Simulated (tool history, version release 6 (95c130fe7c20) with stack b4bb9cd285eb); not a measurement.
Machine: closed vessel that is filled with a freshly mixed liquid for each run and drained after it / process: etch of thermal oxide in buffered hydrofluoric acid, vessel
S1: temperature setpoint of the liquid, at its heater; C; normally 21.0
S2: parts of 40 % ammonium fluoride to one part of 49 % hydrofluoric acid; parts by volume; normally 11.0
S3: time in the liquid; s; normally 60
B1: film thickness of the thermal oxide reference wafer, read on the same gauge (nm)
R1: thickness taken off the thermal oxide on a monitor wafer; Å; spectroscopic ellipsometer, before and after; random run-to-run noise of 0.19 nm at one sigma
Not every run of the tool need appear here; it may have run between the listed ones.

Run 1, hour 0.0: usual settings; B1 100.02. Result: R1 499.6 Å.
Run 2, hour 38.7: usual settings; B1 100.01. Result: R1 503.8 Å.
Run 3, hour 104.2: usual settings but S1 17.5 C; B1 99.97. Result: R1 414.3 Å.
Run 4, hour 329.6: usual settings but S2 9.5 parts by volume; B1 100.01. Result: R1 570.7 Å.
Run 5, hour 382.1: usual settings but S2 9.5 parts by volume; B1 99.96. Result: R1 571.7 Å.
Run 6, hour 482.6: usual settings but S2 9.5 parts by volume; B1 99.97. Result: R1 569.5 Å.
Run 7, hour 538.1: usual settings but S1 22.0 C; B1 99.96. Result: R1 531.4 Å.
Run 8, hour 595.1: usual settings but S1 22.0 C; B1 100.00. Result: R1 532.1 Å.
Run 9, hour 645.9: usual settings but S1 19.0 C; B1 100.00. Result: R1 448.9 Å.
Run 10, hour 728.1: usual settings; B1 99.99. Result: R1 502.3 Å.
Run 11, hour 789.4: usual settings but S2 12.0 parts by volume, S3 80 s; B1 100.00. Result: R1 618.2 Å.
Run 12, hour 844.5: usual settings but S2 8.0 parts by volume, S3 35 s; B1 99.94. Result: R1 390.7 Å.
Run 13, hour 927.3: usual settings but S2 13.0 parts by volume; B1 99.99. Result: R1 428.0 Å.
Run 14, hour 1032.5: usual settings but S1 24.0 C, S2 12.5 parts by volume, S3 80 s; B1 100.00. Result: R1 699.5 Å.
Run 15, hour 1070.2: usual settings but S1 25.0 C, S2 13.0 parts by volume, S3 45 s; B1 100.00. Result: R1 400.6 Å.
Run 16, hour 1130.0: usual settings; B1 99.95. Result: R1 503.4 Å.
Run 17, hour 1294.2: usual settings but S2 8.0 parts by volume; B1 99.99. Result: R1 671.6 Å.

The log once held 4 entries between its listed runs, left out of this copy. Where does each go, and what is different about the tool's unlogged condition between the listed run before it and the listed run after it?
In the gap between runs 4 and 5: thermometer replaced (hour 357.7)
  no hidden state differs between the two runs
In the gap between runs 9 and 10: gauge calibrated (hour 685.3); hydrofluoric acid flow meter replaced (hour 720.7)
  no hidden state differs between the two runs
In the gap between runs 11 and 12: thermometer replaced (hour 825.8)
  no hidden state differs between the two runs
